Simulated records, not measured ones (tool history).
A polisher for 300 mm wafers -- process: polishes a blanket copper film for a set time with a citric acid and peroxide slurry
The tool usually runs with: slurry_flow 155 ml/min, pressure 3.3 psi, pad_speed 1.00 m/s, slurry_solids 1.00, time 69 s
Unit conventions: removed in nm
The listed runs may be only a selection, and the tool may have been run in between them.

run   hour  slurry_flow  pressure  pad_speed  slurry_solids  time  wafers since the last listed run  wafers polished on this pad  hours since the slurry nozzle was cleaned  hours since the head pressure was calibrated  hours since the slurry blender was calibrated  incoming thickness of the incoming film, nm  removed
  1    0.0          155       3.3       1.00           1.00    69                                 0                         1087                                      208.2                                         783.0                                           89.8                                        843.1    136.3
  2   12.5          155       3.3       1.00           1.00    69                               135                         1222                                      220.7                                         795.5                                          102.3                                        851.8    132.7
  3   30.1          155       3.3       1.00           1.00    69                               190                         1412                                      238.3                                         813.1                                          119.9                                        853.2    134.2
      35.1  -- worn pad replaced by a new one
  4   43.5          155       3.3       1.00           1.00    69                               101                           90                                      251.7                                         826.5                                          133.3                                        837.1    134.0
  5   52.0          155       3.3       1.00           1.00    69                                91                          182                                      260.2                                         835.0                                          141.8                                        851.7    133.5
  6   69.2          155       3.3       1.00           1.00    69                               185                          368                                      277.4                                         852.2                                          159.0                                        834.7    133.5
  7   78.7          155       3.3       1.00           1.00    69                               102                          471                                      286.9                                         861.7                                          168.5                                        863.1    133.5
  8   89.8          155       3.3       1.00           1.00    69                               120                          591                                      298.0                                         872.8                                          179.6                                        849.5    132.5
  9  134.7          155       3.3       1.00           1.00    79                               485                         1077                                      342.9                                         917.7                                          224.5                                        843.9    152.6
     149.4  -- worn pad replaced by a new one
 10  149.9          155       3.3       1.00           1.00    69                               121                            5                                      358.1                                         932.9                                          239.7                                        859.1    135.0
 11  155.3          155       3.3       1.00           1.00    69                                58                           64                                      363.5                                         938.3                                          245.1                                        842.8    130.9
 12  163.6          155       3.3       1.00           1.00    81                                89                          154                                      371.8                                         946.6                                          253.4                                        838.1    156.2
 13  200.6          155       3.3       1.00           1.00    69                               400                          554                                      408.8                                         983.6                                          290.4                                        854.2    129.7
 14  207.7          155       3.3       1.00           1.00    69                                76                          630                                      415.9                                         990.7                                          297.5                                        858.0    130.2
 15  218.6          155       3.3       1.00           1.00    69                               117                          748                                      426.8                                        1001.6                                          308.4                                        836.0    132.0
 16  232.2          155       3.7       1.00           1.00    69                               147                          895                                      440.4                                        1015.2                                          322.0                                        849.3    145.4
 17  251.5          190       3.3       1.28           0.90    78                               208                         1104                                      459.7                                        1034.5                                          341.3                                        850.7    191.3
 18  259.8          155       3.3       1.00           1.00    69                                89                         1194                                      468.0                                        1042.8                                          349.6                                        856.5    131.5
 19  276.8          170       3.0       1.00           1.20    69                               183                         1378                                      485.0                                        1059.8                                          366.6                                        854.4    121.7
     285.4  -- worn pad replaced by a new one
 20  288.5          155       4.5       1.30           1.00    78                                83                           33                                      496.7                                        1071.5                                          378.3                                        863.9    257.0
     294.7  -- head pressure recalibrated
 21  303.1          155       2.6       0.66           1.00    69                               136                          169                                      511.3                                           8.4                                          392.9                                        854.5     68.8
     305.7  -- slurry blender recalibrated
     314.0  -- slurry nozzle cleaned
 22  314.5          195       3.3       1.00           1.00    83                                90                          260                                        0.5                                          19.8                                            8.8                                        854.9    166.0
 23  329.3          155       3.3       1.28           1.20    69                               160                          420                                       15.3                                          34.6                                           23.6                                        859.7    177.6
 24  342.9          155       3.3       1.00           1.00    69                               147                          567                                       28.9                                          48.2                                           37.2                                        847.7    134.9
 25  351.6          155       3.3       1.00           1.00    69                                94                          661                                       37.6                                          56.9                                           45.9                                        860.3    135.6
 26  367.3          155       3.3       1.00           1.00    78                               169                          831                                       53.3                                          72.6                                           61.6                                        842.8    151.8
     406.6  -- worn pad replaced by a new one
 27  407.1          155       3.3       1.00           1.00    69                               387                            5                                       93.1                                         112.4                                          101.4                                        859.6    134.0
 28  413.6          155       3.3       1.12           1.00    69                                70                           75                                       99.6                                         118.9                                          107.9                                        849.5    150.5

Each row is a separate what-if for the run after 28, all from the same tool condition, not one after another. Results?
  A  414.0          155       3.3       1.00           1.00    69                                 4                           80                                      100.0                                         119.3                                          108.3                                        854.3        ?
  B  414.0          125       2.9       1.00           1.20    51                                 4                           80                                      100.0                                         119.3                                          108.3                                        854.3        ?
  C  414.0          120       3.3       0.78           1.25    69                                 4                           80                                      100.0                                         119.3                                          108.3                                        854.3        ?
  D  414.0          135       3.6       1.10           1.00    90                                 4                           80                                      100.0                                         119.3                                          108.3                                        854.3        ?
  E  414.0          115       3.9       1.00           1.10    84                                 4                           80                                      100.0                                         119.3                                          108.3                                        854.3        ?

run  removed
  A    136.0
  B     88.0
  C    105.9
  D    207.1
  E    187.6
Without the tool's unlogged condition, the same runs would have read:
run  removed
  A    138.5
  B     89.7
  C    107.9
  D    211.0
  E    191.1
